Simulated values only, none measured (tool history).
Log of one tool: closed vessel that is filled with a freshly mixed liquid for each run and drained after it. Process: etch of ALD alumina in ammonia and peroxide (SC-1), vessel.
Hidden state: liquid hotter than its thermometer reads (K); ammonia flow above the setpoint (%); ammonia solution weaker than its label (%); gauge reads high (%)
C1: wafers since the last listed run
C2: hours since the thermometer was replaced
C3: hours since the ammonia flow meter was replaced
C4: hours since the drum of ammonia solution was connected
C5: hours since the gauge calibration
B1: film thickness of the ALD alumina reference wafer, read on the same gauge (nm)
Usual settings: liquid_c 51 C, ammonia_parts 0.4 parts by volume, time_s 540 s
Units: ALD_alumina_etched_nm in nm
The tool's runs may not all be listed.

Run 1, hour 0: usual settings but ammonia_parts 0.45 parts by volume, time_s 450 s; C1 0; C2 1473.2; C3 648.8; C4 51.2; C5 928.8; B1 109.98. Result: ALD_alumina_etched_nm 23.7 nm.
Run 2, hour 19.3: usual settings but ammonia_parts 0.45 parts by volume, time_s 450 s; C1 1620; C2 1492.5; C3 668.1; C4 70.5; C5 948.1; B1 109.99. Result: ALD_alumina_etched_nm 23.56 nm.
Run 3, hour 41.4: usual settings but ammonia_parts 0.45 parts by volume, time_s 450 s; C1 1856; C2 1514.6; C3 690.2; C4 92.6; C5 970.2; B1 110.04. Result: ALD_alumina_etched_nm 23.59 nm.
Run 4, hour 69.7: usual settings but time_s 675 s; C1 2376; C2 1542.9; C3 718.5; C4 120.9; C5 998.5; B1 110. Result: ALD_alumina_etched_nm 34.69 nm.
Run 5, hour 103.1: usual settings but time_s 675 s; C1 2805; C2 1576.3; C3 751.9; C4 154.3; C5 1031.9; B1 110.03. Result: ALD_alumina_etched_nm 34.78 nm.
Run 6, hour 128.8: usual settings but liquid_c 58 C, ammonia_parts 0.5 parts by volume, time_s 310 s; C1 2158; C2 1602; C3 777.6; C4 180; C5 1057.6; B1 110.05. Result: ALD_alumina_etched_nm 23.76 nm.
At hour 161.6: new drum of ammonia solution connected, repeated, since the last time left the tool worse.
Run 7, hour 162.8: usual settings but liquid_c 55.5 C, ammonia_parts 0.35 parts by volume, time_s 630 s; C1 2771; C2 1636; C3 811.6; C4 1.2; C5 1091.6; B1 109.98. Result: ALD_alumina_etched_nm 41.63 nm.
At hour 164.2: thermometer replaced.
Run 8, hour 192.9: usual settings but liquid_c 61 C, ammonia_parts 0.35 parts by volume; C1 2444; C2 28.7; C3 841.7; C4 31.3; C5 1121.7; B1 110.05. Result: ALD_alumina_etched_nm 47.31 nm.
Run 9, hour 219.5: usual settings; C1 2234; C2 55.3; C3 868.3; C4 57.9; C5 1148.3; B1 110.01. Result: ALD_alumina_etched_nm 28.41 nm.
Run 10, hour 232.5: usual settings but liquid_c 55.5 C, ammonia_parts 0.25 parts by volume; C1 1091; C2 68.3; C3 881.3; C4 70.9; C5 1161.3; B1 110.03. Result: ALD_alumina_etched_nm 34.62 nm.
Run 11, hour 258.8: usual settings but ammonia_parts 0.45 parts by volume; C1 2208; C2 94.6; C3 907.6; C4 97.2; C5 1187.6; B1 109.96. Result: ALD_alumina_etched_nm 28.37 nm.
Run 12, hour 272.7: usual settings but ammonia_parts 0.2 parts by volume, time_s 840 s; C1 1167; C2 108.5; C3 921.5; C4 111.1; C5 1201.5; B1 110.02. Result: ALD_alumina_etched_nm 41.24 nm.
At hour 356.6: gauge calibrated.
Run 13, hour 362.5: usual settings; C1 7542; C2 198.3; C3 1011.3; C4 200.9; C5 5.9; B1 110.02. Result: ALD_alumina_etched_nm 28.42 nm.
Run 14, hour 386.9: usual settings but ammonia_parts 0.6 parts by volume; C1 2049; C2 222.7; C3 1035.7; C4 225.3; C5 30.3; B1 109.98. Result: ALD_alumina_etched_nm 29.48 nm.
At hour 484.7: ammonia flow meter replaced.
Run 15, hour 488.1: usual settings but ammonia_parts 0.45 parts by volume, time_s 720 s; C1 8415; C2 323.9; C3 3.4; C4 326.5; C5 131.5; B1 110.04. Result: ALD_alumina_etched_nm 38.14 nm.
Run 16, hour 510.7: usual settings but ammonia_parts 0.25 parts by volume; C1 1898; C2 346.5; C3 26; C4 349.1; C5 154.1; B1 110.05. Result: ALD_alumina_etched_nm 26.96 nm.
At hour 519.7: new drum of ammonia solution connected.
Run 17, hour 544.3: usual settings; C1 2738; C2 380.1; C3 59.6; C4 24.6; C5 187.7; B1 110.02. Result: ALD_alumina_etched_nm 28.31 nm.
Run 18, hour 581.4: usual settings but liquid_c 45.5 C, ammonia_parts 0.3 parts by volume, time_s 685 s; C1 3115; C2 417.2; C3 96.7; C4 61.7; C5 224.8; B1 110.01. Result: ALD_alumina_etched_nm 25.82 nm.
Run 19, hour 615.4: usual settings but liquid_c 60.5 C, ammonia_parts 0.3 parts by volume, time_s 830 s; C1 2855; C2 451.2; C3 130.7; C4 95.7; C5 258.8; B1 110. Result: ALD_alumina_etched_nm 70.28 nm.
Run 20, hour 637.1: usual settings but liquid_c 48 C, ammonia_parts 0.3 parts by volume; C1 1822; C2 472.9; C3 152.4; C4 117.4; C5 280.5; B1 109.99. Result: ALD_alumina_etched_nm 23.34 nm.
Run 21, hour 651.9: usual settings but ammonia_parts 0.45 parts by volume, time_s 450 s; C1 1243; C2 487.7; C3 167.2; C4 132.2; C5 295.3; B1 109.99. Result: ALD_alumina_etched_nm 23.79 nm.
Run 22, hour 670: usual settings but ammonia_parts 0.2 parts by volume, time_s 320 s; C1 1520; C2 505.8; C3 185.3; C4 150.3; C5 313.4; B1 109.98. Result: ALD_alumina_etched_nm 15.66 nm.
Run 23, hour 683.7: usual settings; C1 1150; C2 519.5; C3 199; C4 164; C5 327.1; B1 110. Result: ALD_alumina_etched_nm 28.35 nm.
Run 24, hour 719: usual settings but ammonia_parts 0.25 parts by volume, time_s 710 s; C1 2964; C2 554.8; C3 234.3; C4 199.3; C5 362.4; B1 110.02. Result: ALD_alumina_etched_nm 35.45 nm.
Run 25, hour 744.2: usual settings; C1 2116; C2 580; C3 259.5; C4 224.5; C5 387.6; B1 110. Result: ALD_alumina_etched_nm 28.32 nm.
Run 26, hour 761.6: usual settings but liquid_c 56.5 C, ammonia_parts 0.6 parts by volume, time_s 825 s; C1 1461; C2 597.4; C3 276.9; C4 241.9; C5 405; B1 109.96. Result: ALD_alumina_etched_nm 60.09 nm.
Run 27, hour 779.3: usual settings but liquid_c 47 C, ammonia_parts 0.55 parts by volume; C1 1486; C2 615.1; C3 294.6; C4 259.6; C5 422.7; B1 110.03. Result: ALD_alumina_etched_nm 23.35 nm.
Run 28, hour 804.3: usual settings but liquid_c 55.5 C; C1 2099; C2 640.1; C3 319.6; C4 284.6; C5 447.7; B1 109.99. Result: ALD_alumina_etched_nm 36.09 nm.

Forecast each of these 5 alternatives for the next run:
Run A, hour 805.1: usual settings; C1 67; C2 640.9; C3 320.4; C4 285.4; C5 448.5; B1 ?. Result: ALD_alumina_etched_nm ?.
Run B, hour 805.1: usual settings but time_s 710 s; C1 67; C2 640.9; C3 320.4; C4 285.4; C5 448.5; B1 ?. Result: ALD_alumina_etched_nm ?.
Run C, hour 805.1: usual settings but liquid_c 42.5 C, ammonia_parts 0.6 parts by volume; C1 67; C2 640.9; C3 320.4; C4 285.4; C5 448.5; B1 ?. Result: ALD_alumina_etched_nm ?.
Run D, hour 805.1: usual settings but liquid_c 53.5 C, time_s 720 s; C1 67; C2 640.9; C3 320.4; C4 285.4; C5 448.5; B1 ?. Result: ALD_alumina_etched_nm ?.
Run E, hour 805.1: usual settings but ammonia_parts 0.35 parts by volume, time_s 820 s; C1 67; C2 640.9; C3 320.4; C4 285.4; C5 448.5; B1 ?. Result: ALD_alumina_etched_nm ?.

run      B1  ALD_alumina_etched_nm
  A  110.01                  28.23
  B  110.01                  37.12
  C  110.01                  18.19
  D  110.01                  43.09
  E  110.01                  42.33
Without the tool's hidden state the same runs would have given:
run  ALD_alumina_etched_nm
  A                  28.38
  B                  37.32
  C                  18.29
  D                  43.33
  E                  42.56
